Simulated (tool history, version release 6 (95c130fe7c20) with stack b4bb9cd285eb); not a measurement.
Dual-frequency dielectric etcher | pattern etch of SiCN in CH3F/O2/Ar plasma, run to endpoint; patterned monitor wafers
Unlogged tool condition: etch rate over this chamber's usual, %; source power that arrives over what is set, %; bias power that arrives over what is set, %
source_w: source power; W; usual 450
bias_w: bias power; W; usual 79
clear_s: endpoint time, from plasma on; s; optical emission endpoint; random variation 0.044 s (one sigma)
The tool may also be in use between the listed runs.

| run | hour | source_w | bias_w | wafers since the last listed run | hours since the last wet clean | hours since the last source power generator calibration | hours since the last bias power generator calibration | hours since the last upper electrode change | incoming incoming film thickness, nm | clear_s |
|---|---|---|---|---|---|---|---|---|---|---|
| 1 | 0.0 | 450 | 79 | 0 | 334.8 | 2983.9 | 4385.6 | 5710.3 | 5.70 | 15.0 |
| 2 | 8.1 | 450 | 79 | 109 | 342.9 | 2992.0 | 4393.7 | 5718.4 | 5.72 | 15.1 |
|  | 33.6 | upper electrode replaced |
| 3 | 34.1 | 400 | 79 | 27 | 368.9 | 3018.0 | 4419.7 | 0.5 | 5.65 | 15.6 |
| 4 | 41.7 | 400 | 79 | 103 | 376.5 | 3025.6 | 4427.3 | 8.1 | 5.71 | 15.7 |
|  | 66.7 | source power generator calibrated |
|  | 71.9 | wet clean of the chamber |
| 5 | 72.4 | 400 | 79 | 290 | 0.5 | 5.7 | 4458.0 | 38.8 | 5.68 | 15.2 |
| 6 | 72.8 | 450 | 79 | 5 | 0.9 | 6.1 | 4458.4 | 39.2 | 5.65 | 14.5 |
| 7 | 73.1 | 450 | 79 | 4 | 1.2 | 6.4 | 4458.7 | 39.5 | 5.70 | 14.6 |
| 8 | 76.9 | 450 | 79 | 51 | 5.0 | 10.2 | 4462.5 | 43.3 | 5.67 | 14.5 |
| 9 | 86.1 | 450 | 89 | 124 | 14.2 | 19.4 | 4471.7 | 52.5 | 5.71 | 14.1 |
| 10 | 93.6 | 450 | 89 | 101 | 21.7 | 26.9 | 4479.2 | 60.0 | 5.67 | 14.1 |
| 11 | 104.6 | 390 | 79 | 149 | 32.7 | 37.9 | 4490.2 | 71.0 | 5.72 | 15.5 |
| 12 | 121.2 | 450 | 79 | 225 | 49.3 | 54.5 | 4506.8 | 87.6 | 5.72 | 14.8 |
| 13 | 134.6 | 370 | 79 | 181 | 62.7 | 67.9 | 4520.2 | 101.0 | 5.65 | 15.5 |
| 14 | 148.0 | 400 | 93 | 181 | 76.1 | 81.3 | 4533.6 | 114.4 | 5.69 | 14.6 |
| 15 | 162.4 | 450 | 79 | 195 | 90.5 | 95.7 | 4548.0 | 128.8 | 5.71 | 14.6 |
| 16 | 170.8 | 500 | 74 | 113 | 98.9 | 104.1 | 4556.4 | 137.2 | 5.69 | 14.4 |
| 17 | 182.7 | 400 | 87 | 161 | 110.8 | 116.0 | 4568.3 | 149.1 | 5.70 | 14.9 |
| 18 | 189.6 | 380 | 69 | 93 | 117.7 | 122.9 | 4575.2 | 156.0 | 5.72 | 16.2 |
| 19 | 199.1 | 450 | 79 | 128 | 127.2 | 132.4 | 4584.7 | 165.5 | 5.67 | 14.7 |
| 20 | 209.7 | 450 | 61 | 143 | 137.8 | 143.0 | 4595.3 | 176.1 | 5.67 | 15.5 |
| 21 | 221.3 | 530 | 88 | 157 | 149.4 | 154.6 | 4606.9 | 187.7 | 5.66 | 13.4 |
|  | 229.4 | bias power generator calibrated |
| 22 | 231.1 | 450 | 79 | 78 | 159.2 | 164.4 | 1.7 | 197.5 | 5.79 | 15.0 |
| 23 | 244.1 | 420 | 66 | 176 | 172.2 | 177.4 | 14.7 | 210.5 | 5.76 | 15.9 |
| 24 | 259.5 | 450 | 79 | 208 | 187.6 | 192.8 | 30.1 | 225.9 | 5.68 | 14.7 |
| 25 | 275.3 | 500 | 64 | 214 | 203.4 | 208.6 | 45.9 | 241.7 | 5.65 | 14.9 |
| 26 | 290.0 | 450 | 79 | 199 | 218.1 | 223.3 | 60.6 | 256.4 | 5.66 | 14.6 |
| 27 | 298.1 | 450 | 79 | 109 | 226.2 | 231.4 | 68.7 | 264.5 | 5.67 | 14.8 |
| 28 | 315.8 | 450 | 89 | 240 | 243.9 | 249.1 | 86.4 | 282.2 | 5.67 | 14.3 |
| 29 | 327.0 | 340 | 91 | 151 | 255.1 | 260.3 | 97.6 | 293.4 | 5.71 | 15.8 |
| 30 | 335.2 | 450 | 79 | 111 | 263.3 | 268.5 | 105.8 | 301.6 | 5.69 | 14.9 |
| 31 | 350.4 | 400 | 93 | 206 | 278.5 | 283.7 | 121.0 | 316.8 | 5.67 | 14.8 |
| 32 | 359.4 | 450 | 71 | 122 | 287.5 | 292.7 | 130.0 | 325.8 | 5.72 | 15.3 |
| 33 | 374.2 | 360 | 61 | 200 | 302.3 | 307.5 | 144.8 | 340.6 | 5.67 | 17.1 |
| 34 | 385.5 | 350 | 92 | 153 | 313.6 | 318.8 | 156.1 | 351.9 | 5.75 | 15.7 |
| 35 | 394.4 | 380 | 79 | 120 | 322.5 | 327.7 | 165.0 | 360.8 | 5.69 | 15.8 |

Some steps in clear_s between neighbouring runs. How much of each would the tool show without its hidden state too (settings, what came in, random variation), and how much is left for the hidden state, with any gauge scatter that isn't in both results?
Run 4 -> 5: source power generator calibrated, wet clean of the chamber. clear_s -0.5 s: hidden state -0.4, all else -0.1.
Run 11 -> 12: source_w 390 -> 450. clear_s -0.7 s: hidden state +0.1, all else -0.8.
Run 12 -> 13: source_w 450 -> 370. clear_s +0.7 s: hidden state -0.1, all else +0.8.
Run 20 -> 21: source_w 450 -> 530, bias_w 61 -> 88. clear_s -2.1 s: hidden state +0.0, all else -2.1.
Run 21 -> 22: source_w 530 -> 450, bias_w 88 -> 79, bias power generator calibrated. clear_s +1.6 s: hidden state +0.0, all else +1.6.
Run 32 -> 33: source_w 450 -> 360, bias_w 71 -> 61. clear_s +1.8 s: hidden state +0.1, all else +1.7.

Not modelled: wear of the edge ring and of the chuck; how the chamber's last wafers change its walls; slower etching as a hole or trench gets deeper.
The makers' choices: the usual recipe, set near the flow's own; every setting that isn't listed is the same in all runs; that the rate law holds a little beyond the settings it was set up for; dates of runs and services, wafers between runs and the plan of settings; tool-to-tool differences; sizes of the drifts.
